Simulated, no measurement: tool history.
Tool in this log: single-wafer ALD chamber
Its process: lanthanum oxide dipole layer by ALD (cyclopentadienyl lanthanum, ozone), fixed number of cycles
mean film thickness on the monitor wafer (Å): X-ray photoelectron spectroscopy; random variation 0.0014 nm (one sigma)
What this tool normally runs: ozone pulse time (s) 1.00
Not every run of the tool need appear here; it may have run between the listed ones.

run	hour	ozone pulse time (s)	wafers since the last listed run	hours since the last thermocouple change	hours since the last ozone generator service	hours since the showerhead was replaced	hours since the gauge calibration	read-back reference wafer on the same gauge, thickness_nm	mean film thickness on the monitor wafer (Å)
1	0.0	0.71	0	318.0	104.8	7449.1	1372.0	0.442	4.35
2	57.8	0.71	1123	375.8	162.6	7506.9	1429.8	0.441	4.37
3	97.2	1.25	765	415.2	202.0	7546.3	1469.2	0.442	5.18
4	138.7	1.25	806	456.7	243.5	7587.8	1510.7	0.442	5.18
5	186.2	1.00	923	504.2	291.0	7635.3	1558.2	0.442	4.92
6	245.2	1.00	1146	563.2	350.0	7694.3	1617.2	0.442	4.90
7	289.3	1.00	857	607.3	394.1	7738.4	1661.3	0.442	4.92
8	337.5	1.00	936	655.5	442.3	7786.6	1709.5	0.442	4.91
9	370.0	1.00	631	688.0	474.8	7819.1	1742.0	0.442	4.92
10	436.8	0.88	1298	754.8	541.6	7885.9	1808.8	0.442	4.72
11	480.6	0.88	851	798.6	585.4	7929.7	1852.6	0.442	4.71
12	527.5	0.88	911	845.5	632.3	7976.6	1899.5	0.442	4.72
# hour 540.1: ozone generator serviced
13	557.3	1.00	423	875.3	17.2	8006.4	1929.3	0.442	4.91
14	604.5	1.00	917	922.5	64.4	8053.6	1976.5	0.442	4.91
15	633.2	1.00	557	951.2	93.1	8082.3	2005.2	0.442	4.91
16	673.6	0.73	785	991.6	133.5	8122.7	2045.6	0.442	4.43
17	697.7	1.00	468	1015.7	157.6	8146.8	2069.7	0.442	4.90
# hour 734.0: gauge calibrated
# hour 735.2: showerhead replaced
18	735.7	1.00	583	1053.7	195.6	0.5	1.7	0.442	4.91
19	774.4	1.00	752	1092.4	234.3	39.2	40.4	0.443	4.91
20	811.7	1.38	725	1129.7	271.6	76.5	77.7	0.442	5.28
21	883.2	0.69	1389	1201.2	343.1	148.0	149.2	0.442	4.33
22	949.7	0.78	1292	1267.7	409.6	214.5	215.7	0.442	4.55
# hour 996.6: thermocouple changed; heater temperature recalibrated
23	1005.9	1.20	936	9.3	465.8	270.7	271.9	0.442	5.14
24	1077.1	1.13	1383	80.5	537.0	341.9	343.1	0.442	5.05
25	1148.9	1.12	1395	152.3	608.8	413.7	414.9	0.442	5.05
26	1214.2	1.32	1269	217.6	674.1	479.0	480.2	0.442	5.25
# hour 1243.4: ozone generator serviced
27	1273.7	1.36	1001	277.1	30.3	538.5	539.7	0.442	5.31
28	1326.8	1.00	1032	330.2	83.4	591.6	592.8	0.442	4.89
29	1363.7	0.84	717	367.1	120.3	628.5	629.7	0.442	4.64
30	1429.9	1.28	1286	433.3	186.5	694.7	695.9	0.442	5.20
31	1596.5	1.39	3238	599.9	353.1	861.3	862.5	0.442	5.26
32	1663.7	1.30	1306	667.1	420.3	928.5	929.7	0.443	5.21

Across each entry between runs, compare the hidden state at the last listed run before it with the hidden state at the first listed run after it:
Runs 12 to 13: ozone generator serviced (hour 540.1)
  no difference in the tool's unlogged condition between these two runs
Runs 17 to 18: gauge calibrated (hour 734.0); showerhead replaced (hour 735.2)
  no difference in the tool's unlogged condition between these two runs
Runs 22 to 23: thermocouple changed; heater temperature recalibrated (hour 996.6)
  no difference in the tool's unlogged condition between these two runs
Runs 26 to 27: ozone generator serviced (hour 1243.4)
  no difference in the tool's unlogged condition between these two runs

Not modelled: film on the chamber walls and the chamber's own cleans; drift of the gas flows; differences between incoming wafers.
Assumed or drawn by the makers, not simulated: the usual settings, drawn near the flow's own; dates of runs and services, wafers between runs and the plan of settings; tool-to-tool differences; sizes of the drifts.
